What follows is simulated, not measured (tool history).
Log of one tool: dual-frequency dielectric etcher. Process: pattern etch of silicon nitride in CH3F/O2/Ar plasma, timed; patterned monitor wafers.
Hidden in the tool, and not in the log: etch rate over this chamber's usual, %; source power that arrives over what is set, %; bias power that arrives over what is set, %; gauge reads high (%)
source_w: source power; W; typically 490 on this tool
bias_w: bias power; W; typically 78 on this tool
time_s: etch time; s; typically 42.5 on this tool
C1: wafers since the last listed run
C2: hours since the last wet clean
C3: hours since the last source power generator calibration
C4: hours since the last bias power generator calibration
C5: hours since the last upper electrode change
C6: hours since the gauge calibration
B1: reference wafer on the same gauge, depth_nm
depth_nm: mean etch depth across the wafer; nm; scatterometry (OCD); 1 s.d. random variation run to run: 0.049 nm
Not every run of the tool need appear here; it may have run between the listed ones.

Run 1, day 0: usual settings but bias_w 90 W; C1 0; C2 152.2; C3 3970.7; C4 2086.5; C5 4208.5; C6 174.4; B1 35.5. Result: depth_nm 34.03 nm.
At day 0.4: gauge calibrated.
Run 2, day 1.062: usual settings but bias_w 90 W; C1 531; C2 177.7; C3 3996.2; C4 2112; C5 4234; C6 15.9; B1 35.5. Result: depth_nm 34.02 nm.
Run 3, day 1.779: usual settings but bias_w 90 W; C1 358; C2 194.9; C3 4013.4; C4 2129.2; C5 4251.2; C6 33.1; B1 35.49. Result: depth_nm 33.93 nm.
Run 4, day 3.238: usual settings; C1 729; C2 229.9; C3 4048.4; C4 2164.2; C5 4286.2; C6 68.1; B1 35.49. Result: depth_nm 32.29 nm.
Run 5, day 4.575: usual settings; C1 669; C2 262; C3 4080.5; C4 2196.3; C5 4318.3; C6 100.2; B1 35.5. Result: depth_nm 32.13 nm.
At day 6.146: upper electrode replaced.
Run 6, day 6.167: usual settings but source_w 440 W; C1 296; C2 300.2; C3 4118.7; C4 2234.5; C5 0.5; C6 138.4; B1 35.5. Result: depth_nm 30.53 nm.
Run 7, day 6.467: usual settings but source_w 440 W; C1 150; C2 307.4; C3 4125.9; C4 2241.7; C5 7.7; C6 145.6; B1 35.5. Result: depth_nm 30.55 nm.
At day 7.083: bias power generator calibrated.
At day 7.175: source power generator calibrated.
Run 8, day 7.6: usual settings but source_w 440 W; C1 437; C2 334.6; C3 10.2; C4 12.4; C5 34.9; C6 172.8; B1 35.49. Result: depth_nm 30.5 nm.
At day 7.879: gauge calibrated.
Run 9, day 9.054: usual settings but source_w 450 W, bias_w 59 W; C1 727; C2 369.5; C3 45.1; C4 47.3; C5 69.8; C6 28.2; B1 35.5. Result: depth_nm 28.09 nm.
At day 10.125: wet clean of the chamber.
Run 10, day 10.146: usual settings but source_w 440 W; C1 45; C2 0.5; C3 71.3; C4 73.5; C5 96; C6 54.4; B1 35.5. Result: depth_nm 31.01 nm.
Run 11, day 10.871: usual settings but source_w 440 W, bias_w 65 W; C1 362; C2 17.9; C3 88.7; C4 90.9; C5 113.4; C6 71.8; B1 35.5. Result: depth_nm 29.17 nm.
Run 12, day 11.788: usual settings but source_w 590 W, bias_w 71 W, time_s 36 s; C1 458; C2 39.9; C3 110.7; C4 112.9; C5 135.4; C6 93.8; B1 35.49. Result: depth_nm 29.2 nm.
Run 13, day 12.671: usual settings but source_w 400 W, bias_w 97 W, time_s 39 s; C1 441; C2 61.1; C3 131.9; C4 134.1; C5 156.6; C6 115; B1 35.51. Result: depth_nm 29.31 nm.
Run 14, day 13.583: usual settings but source_w 520 W, bias_w 88 W, time_s 36.5 s; C1 456; C2 83; C3 153.8; C4 156; C5 178.5; C6 136.9; B1 35.51. Result: depth_nm 29.93 nm.
Run 15, day 14.121: usual settings but source_w 390 W, bias_w 85 W, time_s 33 s; C1 268; C2 95.9; C3 166.7; C4 168.9; C5 191.4; C6 149.8; B1 35.48. Result: depth_nm 23.27 nm.

3 ways to go on from here, each from the tool as it stands after run 15. What would each give?
Run A, day 14.138: usual settings but time_s 55 s; C1 8; C2 96.3; C3 167.1; C4 169.3; C5 191.8; C6 150.2; B1 ?. Result: depth_nm ?.
Run B, day 14.138: usual settings but source_w 520 W, bias_w 69 W, time_s 30.5 s; C1 8; C2 96.3; C3 167.1; C4 169.3; C5 191.8; C6 150.2; B1 ?. Result: depth_nm ?.
Run C, day 14.138: usual settings but bias_w 62 W; C1 8; C2 96.3; C3 167.1; C4 169.3; C5 191.8; C6 150.2; B1 ?. Result: depth_nm ?.

run     B1  depth_nm
  A  35.52      42.1
  B  35.52     23.06
  C  35.52      30.2
With no hidden state in the tool, these same runs would have given:
run  depth_nm
  A     42.21
  B     23.12
  C     30.27
